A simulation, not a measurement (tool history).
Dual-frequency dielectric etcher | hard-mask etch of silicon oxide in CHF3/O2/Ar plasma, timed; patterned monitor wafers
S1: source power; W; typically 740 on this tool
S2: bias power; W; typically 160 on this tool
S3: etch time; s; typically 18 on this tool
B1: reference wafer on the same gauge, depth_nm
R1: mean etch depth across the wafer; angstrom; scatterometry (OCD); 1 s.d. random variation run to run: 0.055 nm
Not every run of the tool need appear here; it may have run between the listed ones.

| run | hour | S1 | S2 | S3 | B1 | R1 |
|---|---|---|---|---|---|---|
| 1 | 0 | 740 | 160 | 18 | 40.3 | 380.8 |
| 2 | 17.1 | 740 | 160 | 18 | 40.3 | 380.7 |
| 3 | 26.8 | 740 | 160 | 18 | 40.28 | 380.6 |
| 4 | 41.3 | 740 | 160 | 18 | 40.31 | 381.4 |
|  | 75.9 | upper electrode replaced |
| 5 | 76.4 | 740 | 160 | 18 | 40.31 | 381.5 |
| 6 | 76.7 | 840 | 180 | 18 | 40.31 | 414.3 |
| 7 | 77.6 | 840 | 180 | 18 | 40.31 | 416.7 |
|  | 86.3 | gauge calibrated |
|  | 110.2 | wet clean of the chamber |
| 8 | 110.7 | 670 | 160 | 18 | 40.3 | 352.6 |
| 9 | 111 | 740 | 160 | 18 | 40.28 | 368.3 |
| 10 | 114.7 | 740 | 160 | 18 | 40.3 | 368.1 |
| 11 | 124.2 | 740 | 134 | 19.5 | 40.29 | 382.2 |
|  | 131.8 | bias power generator calibrated |
| 12 | 134.7 | 740 | 160 | 13 | 40.29 | 266.4 |
| 13 | 149.8 | 740 | 126 | 18 | 40.31 | 349.8 |
| 14 | 161.5 | 880 | 160 | 20.5 | 40.29 | 453.8 |
|  | 168.8 | source power generator calibrated |
| 15 | 173.8 | 740 | 160 | 18 | 40.3 | 370.7 |
| 16 | 182.6 | 920 | 175 | 22.5 | 40.31 | 518.8 |
| 17 | 188.8 | 850 | 174 | 15.5 | 40.3 | 344.9 |
| 18 | 197.6 | 830 | 160 | 23.5 | 40.29 | 506.6 |
| 19 | 204.3 | 740 | 160 | 18 | 40.29 | 370.1 |
| 20 | 218.9 | 820 | 160 | 16.5 | 40.3 | 355.1 |

Some steps in R1 between neighbouring runs. How much of each would the tool show without its hidden state too (settings, what came in, random variation), and how much is left for the hidden state, with any gauge scatter that isn't in both results?
Hidden state present: etch rate over this chamber's usual, %; source power that arrives over what is set, %; bias power that arrives over what is set, %; gauge reads high (%).
Run 5 -> 6: S1 740 -> 840, S2 160 -> 180. R1 +32.8 angstrom: hidden state +1.2, all else +31.6.
Run 7 -> 8: S1 840 -> 670, S2 180 -> 160, gauge calibrated, wet clean of the chamber. R1 -64.1 angstrom: hidden state -15.6, all else -48.5.
Run 16 -> 17: S1 920 -> 850, S2 175 -> 174, S3 22.5 -> 15.5. R1 -173.9 angstrom: hidden state -0.4, all else -173.5.
Run 17 -> 18: S1 850 -> 830, S2 174 -> 160, S3 15.5 -> 23.5. R1 +161.7 angstrom: hidden state +0.9, all else +160.8.
